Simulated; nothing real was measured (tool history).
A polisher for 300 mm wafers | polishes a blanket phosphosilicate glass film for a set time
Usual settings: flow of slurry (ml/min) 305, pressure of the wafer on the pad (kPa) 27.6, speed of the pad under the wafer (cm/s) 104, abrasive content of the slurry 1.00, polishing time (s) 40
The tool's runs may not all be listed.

run	hour	flow of slurry (ml/min)	pressure of the wafer on the pad (kPa)	speed of the pad under the wafer (cm/s)	abrasive content of the slurry	polishing time (s)	incoming thickness of the incoming film, nm	film removed (nm)
1	0.0	305	27.6	112	1.00	40	2905.6	484.7
2	33.8	305	27.6	104	1.00	40	2878.4	463.0
3	50.6	305	24.8	104	1.00	40	2904.3	420.5
4	66.2	305	24.8	104	1.00	40	2933.0	429.8
# hour 153.0: worn pad replaced by a new one
5	158.4	305	24.8	104	1.00	40	2918.4	421.0
# hour 161.2: slurry nozzle cleaned
6	173.2	305	27.6	104	1.00	40	2861.4	482.8
# hour 210.2: slurry blender recalibrated
7	249.0	305	27.6	104	1.00	40	2877.9	477.6
8	282.8	305	21.4	104	1.00	40	2901.6	385.0
# hour 294.2: worn pad replaced by a new one
9	318.1	305	21.4	104	1.00	40	2922.3	383.4
# hour 321.9: conditioning disc replaced and pad reconditioned
10	336.7	385	27.6	134	1.00	40	2905.4	573.1
11	362.0	305	27.6	104	1.00	47	2930.3	560.9
12	393.9	305	27.6	104	1.00	36	2898.5	421.1
13	425.7	305	27.6	78	0.80	53	2884.0	434.4
# hour 429.8: head pressure recalibrated
14	442.9	410	19.3	114	1.20	40	2927.2	428.6
# hour 473.7: worn pad replaced by a new one
15	474.2	305	27.6	126	1.25	40	2912.6	615.4
16	494.0	305	27.6	104	1.00	40	2866.3	475.9
17	526.5	305	27.6	104	1.25	35	2906.5	466.3
18	541.2	305	27.6	104	1.00	40	2913.7	479.0
19	559.0	390	27.6	78	1.00	34	2909.3	343.1
20	572.0	305	27.6	104	1.00	40	2909.5	468.8
21	597.4	305	33.1	136	1.00	47	2879.7	767.9
22	614.1	305	27.6	104	1.00	40	2902.5	466.4
# hour 626.4: slurry blender recalibrated
23	642.8	305	27.6	104	1.00	40	2882.7	469.0
# hour 653.2: worn pad replaced by a new one
24	659.6	355	31.0	104	1.00	40	2881.8	527.6
25	690.0	305	27.6	78	1.00	34	2902.2	331.8

Forecast each of these 5 alternatives for the next run:
A	690.4	305	27.6	104	1.00	40	2912.8	?
B	690.4	305	27.6	104	1.15	40	2912.8	?
C	690.4	360	27.6	104	1.00	35	2912.8	?
D	690.4	260	27.6	104	1.20	40	2912.8	?
E	690.4	305	20.7	132	1.00	40	2912.8	?

run	film removed (nm)
A	470.5
B	512.8
C	418.0
D	516.5
E	433.1
Without the tool's hidden state the same runs would have given:
run	film removed (nm)
A	484.4
B	528.0
C	428.8
D	533.8
E	445.9

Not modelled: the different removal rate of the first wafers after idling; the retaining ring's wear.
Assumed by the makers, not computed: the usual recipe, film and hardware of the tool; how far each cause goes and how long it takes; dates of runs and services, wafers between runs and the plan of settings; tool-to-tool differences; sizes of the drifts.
